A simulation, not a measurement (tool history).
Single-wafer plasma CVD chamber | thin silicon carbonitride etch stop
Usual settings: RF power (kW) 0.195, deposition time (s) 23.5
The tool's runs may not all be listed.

run	hour	RF power (kW)	deposition time (s)	wafers since the last listed run	hours since the last thermocouple change	hours since the last RF generator calibration	hours since the showerhead was replaced	hours since the gauge calibration	read-back reference wafer on the same gauge, thickness_nm	mean film thickness on the monitor wafer (nm)
1	0.0	0.195	21.6	0	411.5	206.1	3742.0	1081.0	16.578	12.925
2	84.3	0.195	25.9	1712	495.8	290.4	3826.3	1165.3	16.550	15.670
3	142.8	0.195	25.9	1188	554.3	348.9	3884.8	1223.8	16.541	15.575
4	245.5	0.195	25.9	2086	657.0	451.6	3987.5	1326.5	16.516	15.670
5	323.7	0.195	22.0	1588	735.2	529.8	4065.7	1404.7	16.494	13.071
6	389.5	0.195	22.0	1336	801.0	595.6	4131.5	1470.5	16.469	13.184
7	427.2	0.195	22.0	765	838.7	633.3	4169.2	1508.2	16.475	13.264
8	496.7	0.195	23.5	1411	908.2	702.8	4238.7	1577.7	16.482	14.116
9	533.0	0.195	23.5	737	944.5	739.1	4275.0	1614.0	16.461	14.012
10	624.4	0.195	23.5	1856	1035.9	830.5	4366.4	1705.4	16.442	14.188
11	708.4	0.195	23.5	1706	1119.9	914.5	4450.4	1789.4	16.465	13.986
# hour 745.5: thermocouple changed; heater temperature recalibrated
12	800.2	0.195	23.5	1702	54.7	1006.3	4542.2	1881.2	16.430	14.011
13	885.2	0.195	23.5	1726	139.7	1091.3	4627.2	1966.2	16.413	14.148
14	936.4	0.195	23.5	1040	190.9	1142.5	4678.4	2017.4	16.417	13.943
15	1018.7	0.205	21.7	1671	273.2	1224.8	4760.7	2099.7	16.393	13.149
16	1067.4	0.165	23.5	989	321.9	1273.5	4809.4	2148.4	16.397	13.221
# hour 1150.2: gauge calibrated
17	1151.1	0.215	27.9	1700	405.6	1357.2	4893.1	0.9	17.247	18.129
18	1192.0	0.180	19.7	830	446.5	1398.1	4934.0	41.8	17.225	12.007
19	1238.2	0.180	21.5	938	492.7	1444.3	4980.2	88.0	17.169	13.131
20	1314.0	0.175	23.5	1539	568.5	1520.1	5056.0	163.8	17.115	14.208
# hour 1329.9: RF generator calibrated
21	1380.1	0.185	21.9	1180	634.6	50.2	5122.1	229.9	17.045	13.308
# hour 1432.5: showerhead replaced
22	1440.5	0.175	28.0	1064	695.0	110.6	8.0	290.3	16.999	16.502
23	1498.2	0.210	20.8	1172	752.7	168.3	65.7	348.0	16.949	13.069
24	1542.8	0.170	27.8	906	797.3	212.9	110.3	392.6	16.958	16.142
25	1595.3	0.180	21.8	1066	849.8	265.4	162.8	445.1	16.899	13.062
26	1647.9	0.180	21.5	1068	902.4	318.0	215.4	497.7	16.909	12.846
27	1719.1	0.210	23.5	1446	973.6	389.2	286.6	568.9	16.807	14.772
28	1826.5	0.175	26.4	2181	1081.0	496.6	394.0	676.3	16.777	15.608
29	1872.9	0.230	21.1	942	1127.4	543.0	440.4	722.7	16.741	13.540
30	1941.9	0.170	19.9	1401	1196.4	612.0	509.4	791.7	16.757	11.506
31	1985.2	0.215	27.5	879	1239.7	655.3	552.7	835.0	16.685	17.456
# hour 1998.3: thermocouple changed; heater temperature recalibrated
32	2042.1	0.195	23.5	993	43.8	712.2	609.6	891.9	16.673	14.288
33	2089.4	0.195	23.5	960	91.1	759.5	656.9	939.2	16.659	14.333
34	2175.5	0.160	26.9	1749	177.2	845.6	743.0	1025.3	16.621	15.123

The tool's hidden state at each run:
wafer temperature above the value expected at the setpoint (K): 0 in every run
delivered RF power above the setpoint (%): 0 in every run
H1: gauge reads high (%)
run	H1
1	-3.62
2	-3.75
3	-3.84
4	-3.98
5	-4.07
6	-4.15
7	-4.19
8	-4.26
9	-4.29
10	-4.37
11	-4.43
12	-4.5
13	-4.55
14	-4.58
15	-4.63
16	-4.65
17	0.352
18	0.111
19	-0.148
20	-0.544
21	-0.861
22	-1.13
23	-1.37
24	-1.54
25	-1.74
26	-1.92
27	-2.15
28	-2.47
29	-2.59
30	-2.76
31	-2.86
32	-2.99
33	-3.08
34	-3.25

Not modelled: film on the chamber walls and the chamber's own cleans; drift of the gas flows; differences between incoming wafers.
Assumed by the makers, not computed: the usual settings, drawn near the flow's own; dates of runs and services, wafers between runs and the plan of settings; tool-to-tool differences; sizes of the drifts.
